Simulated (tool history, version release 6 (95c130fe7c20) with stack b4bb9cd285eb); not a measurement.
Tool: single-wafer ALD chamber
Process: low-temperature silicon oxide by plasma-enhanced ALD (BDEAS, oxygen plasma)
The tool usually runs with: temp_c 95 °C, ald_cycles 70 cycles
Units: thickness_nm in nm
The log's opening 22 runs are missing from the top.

run,hour,temp_c,ald_cycles,wafers since the last listed run,hours since the last thermocouple change,hours since the gauge calibration,"read-back reference wafer on the same gauge, thickness_nm",thickness_nm
23,1205,86,76,237,150,502.8,8.648,10.468
24,1240.1,108,58,180,185.1,537.9,8.648,7.4
25,1269.2,95,70,149,214.2,567,8.658,9.275
26,1319.9,95,70,261,264.9,617.7,8.665,9.242
27,1354.8,95,70,179,299.8,652.6,8.661,9.252
28,1506.3,99,80,780,451.3,804.1,8.66,10.551
29,1541.9,102,83,183,486.9,839.7,8.658,10.833
30,1587.2,82,75,233,532.2,885,8.65,10.43
31,1629.4,108,57,217,574.4,927.2,8.631,7.322
32,1694.9,104,78,337,639.9,992.7,8.643,10.065
33,1725.6,95,70,158,670.6,1023.4,8.661,9.376
34,1782.1,109,66,290,727.1,1079.9,8.645,8.519
35,1822,95,70,205,767,1119.8,8.659,9.354

Alternative continuations, all from the tool just after run 35; predict every row:
A,1822.5,95,70,2,767.5,1120.3,?,?
B,1822.5,85,58,2,767.5,1120.3,?,?
C,1822.5,87,64,2,767.5,1120.3,?,?

run,"read-back reference wafer on the same gauge, thickness_nm",thickness_nm
A,8.675,9.404
B,8.675,8.093
C,8.675,8.864
With no hidden state in the tool, these same runs would have given:
run,thickness_nm
A,9.312
B,8.017
C,8.78

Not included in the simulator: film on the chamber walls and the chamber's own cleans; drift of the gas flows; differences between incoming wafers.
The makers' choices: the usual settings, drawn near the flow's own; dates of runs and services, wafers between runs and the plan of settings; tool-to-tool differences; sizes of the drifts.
